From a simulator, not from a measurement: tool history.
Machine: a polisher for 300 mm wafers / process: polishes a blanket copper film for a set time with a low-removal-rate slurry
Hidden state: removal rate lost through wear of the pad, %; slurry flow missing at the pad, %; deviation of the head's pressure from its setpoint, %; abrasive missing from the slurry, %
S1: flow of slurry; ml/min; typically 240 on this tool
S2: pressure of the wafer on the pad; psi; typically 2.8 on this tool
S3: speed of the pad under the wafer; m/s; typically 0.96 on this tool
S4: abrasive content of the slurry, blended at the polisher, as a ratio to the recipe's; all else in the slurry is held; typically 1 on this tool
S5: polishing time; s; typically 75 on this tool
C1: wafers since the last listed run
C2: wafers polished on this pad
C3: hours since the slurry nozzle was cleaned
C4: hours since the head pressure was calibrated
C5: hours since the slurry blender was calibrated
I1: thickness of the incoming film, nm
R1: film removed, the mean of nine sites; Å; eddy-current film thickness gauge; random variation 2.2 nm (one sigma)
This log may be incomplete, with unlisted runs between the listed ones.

run,hour,S1,S2,S3,S4,S5,C1,C2,C3,C4,C5,I1,R1
1,0,240,2.8,0.96,1.2,75,0,2933,23.5,811.2,102.3,641,1718
# hour 19.5: worn pad replaced by a new one
2,53.4,240,2.8,0.96,1,75,512,351,76.9,864.6,155.7,656.6,1817
3,159.2,240,2.8,0.96,1,75,1097,1448,182.7,970.4,261.5,654.3,1739
4,217.6,240,2.8,0.96,1,75,605,2054,241.1,1028.8,319.9,648.1,1645
5,265.7,240,2.8,0.96,1,75,498,2552,289.2,1076.9,368,652.9,1691
# hour 295.8: slurry blender recalibrated
6,338.6,240,2.8,1.06,1,75,735,3288,362.1,1149.8,42.8,651.1,1769
# hour 360.9: head pressure recalibrated
# hour 370.6: worn pad replaced by a new one
7,433.9,240,2.8,1.06,1,75,926,656,457.4,73,138.1,647.3,1794
8,495.9,240,2.8,1.06,1,75,642,1299,519.4,135,200.1,642.7,1759
9,537.1,240,2.8,0.96,1,75,427,1726,560.6,176.2,241.3,645.3,1612
10,577.3,240,2.8,0.96,1,75,416,2143,600.8,216.4,281.5,647.8,1603
11,629.6,240,2.8,0.96,1,75,542,2685,653.1,268.7,333.8,648.6,1576
# hour 653.7: worn pad replaced by a new one
12,733.3,240,2.8,0.96,0.8,75,1033,825,756.8,372.4,437.5,656,1628
# hour 735.5: slurry blender recalibrated
# hour 751.3: slurry nozzle cleaned
13,800.1,240,2.8,0.96,0.8,75,661,1487,48.8,439.2,64.6,649.9,1692
14,841.3,275,2.8,0.96,1,75,427,1914,90,480.4,105.8,645.1,1751
15,877.6,200,2.8,0.64,0.9,75,376,2291,126.3,516.7,142.1,645.4,1220
16,953.1,240,2.8,0.96,1,75,782,3074,201.8,592.2,217.6,639.1,1657
# hour 979: worn pad replaced by a new one
17,1014.8,240,1.9,0.84,1.2,75,598,370,263.5,653.9,279.3,643.2,1081
18,1122.3,240,2.8,0.96,1,75,1114,1485,371,761.4,386.8,648.2,1644
19,1171.3,240,3.7,0.96,1,75,508,1993,420,810.4,435.8,651.1,2190
# hour 1181.8: slurry blender recalibrated
20,1213.8,305,2.8,0.96,1.1,98,419,2413,462.5,852.9,32,651,2184
# hour 1291.6: head pressure recalibrated
21,1321.1,280,3.6,0.96,1,93,1091,3505,569.8,29.5,139.3,646.3,2603
# hour 1328.7: worn pad replaced by a new one
22,1363.5,240,2.3,0.64,1,51,398,360,612.2,71.9,181.7,652.7,689
23,1406.5,240,2.8,0.96,1,75,445,806,655.2,114.9,224.7,638.4,1653
24,1468.2,240,2.8,0.96,1.1,75,639,1446,716.9,176.6,286.4,653.7,1628
25,1550,240,2.8,1.2,1,56,848,2294,798.7,258.4,368.2,640.9,1446
# hour 1552.3: slurry nozzle cleaned
# hour 1642.7: worn pad replaced by a new one
26,1654.9,240,2.4,0.96,1,50,1035,126,102.6,363.3,473.1,644.2,1049

Each row is a separate what-if for the run after 26, all from the same tool condition, not one after another. Results?
A,1655.3,240,2.8,0.96,1,75,4,130,103,363.7,473.5,638,?
B,1655.3,305,1.9,0.96,1.3,75,4,130,103,363.7,473.5,638,?
C,1655.3,240,2.4,0.96,0.85,100,4,130,103,363.7,473.5,638,?
D,1655.3,240,2.5,1.28,0.7,65,4,130,103,363.7,473.5,638,?
E,1655.3,295,2.1,0.96,1.2,75,4,130,103,363.7,473.5,638,?

run,R1
A,1827
B,1316
C,2054
D,1731
E,1435
With no hidden state in the tool, these same runs would have given:
run,R1
A,1901
B,1365
C,2137
D,1801
E,1489

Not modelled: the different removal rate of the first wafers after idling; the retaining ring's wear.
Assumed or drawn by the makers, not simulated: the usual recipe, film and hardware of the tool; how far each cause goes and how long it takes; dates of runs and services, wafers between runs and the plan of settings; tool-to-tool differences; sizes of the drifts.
